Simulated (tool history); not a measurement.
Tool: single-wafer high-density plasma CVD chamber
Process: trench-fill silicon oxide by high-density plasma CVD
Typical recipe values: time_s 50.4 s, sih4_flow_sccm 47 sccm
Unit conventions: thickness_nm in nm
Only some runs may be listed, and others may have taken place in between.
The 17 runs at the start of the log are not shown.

run,hour,time_s,sih4_flow_sccm,wafers since the last listed run,hours since the silane flow controller was replaced,hours since the gauge calibration,"read-back reference wafer on the same gauge, thickness_nm",thickness_nm
18,959.2,43.6,47,528,4034.1,224.1,200.13,174.33
19,992.1,50.4,38,587,4067,257,200.096,162.878
20,1038.3,54.8,54,824,4113.2,303.2,199.983,252.087
21,1097.1,57.1,39,1049,4172,362,199.774,190.374
22,1161.7,50.4,47,1153,4236.6,426.6,199.899,201.668
23,1323.1,52.9,56,2881,4398,588,200.134,250.72
# hour 1342: silane flow controller replaced
24,1368,43.7,53,658,26,632.9,199.968,190.971
25,1402.6,47.5,51,617,60.6,667.5,199.898,198.399
26,1542.2,41.2,41,2492,200.2,807.1,200.061,138.828
27,1607.6,50.4,39,1167,265.6,872.5,199.893,162.353
28,1673.4,54.5,54,1174,331.4,938.3,200.139,243.745
# hour 1690.3: silane flow controller replaced, repeated, since the last time left the tool worse
29,1710.4,50.4,47,517,20.1,975.3,200.078,209.988
30,1781.4,53.4,44,1267,91.1,1046.3,199.986,211.257
31,1852.6,55.4,50,1271,162.3,1117.5,200.108,247.511
32,1909.7,50.4,47,1019,219.4,1174.6,199.911,210.692
# hour 1929.1: gauge calibrated
33,1955.9,54.5,43,824,265.6,26.8,200.018,208.357
34,2010.2,42.1,50,969,319.9,81.1,200.094,186.591
35,2197.8,43.1,53,3348,507.5,268.7,199.769,201.644
36,2238.7,41.6,38,730,548.4,309.6,199.941,139.327
37,2265.3,50.4,47,474,575,336.2,199.925,209.725

Each row is a separate what-if for the run after 37, all from the same tool condition, not one after another. Results?
A,2265.7,50.4,47,7,575.4,336.6,?,?
B,2265.7,42.6,47,7,575.4,336.6,?,?
C,2265.7,55.6,47,7,575.4,336.6,?,?
D,2265.7,58.5,43,7,575.4,336.6,?,?
E,2265.7,50.4,44,7,575.4,336.6,?,?

run,"read-back reference wafer on the same gauge, thickness_nm",thickness_nm
A,199.844,209.991
B,199.844,177.493
C,199.844,231.657
D,199.844,222.996
E,199.844,196.588
Take away the tool's hidden state, keep each run's random variation, and the runs would have read:
run,thickness_nm
A,211.038
B,178.378
C,232.812
D,224.108
E,197.568

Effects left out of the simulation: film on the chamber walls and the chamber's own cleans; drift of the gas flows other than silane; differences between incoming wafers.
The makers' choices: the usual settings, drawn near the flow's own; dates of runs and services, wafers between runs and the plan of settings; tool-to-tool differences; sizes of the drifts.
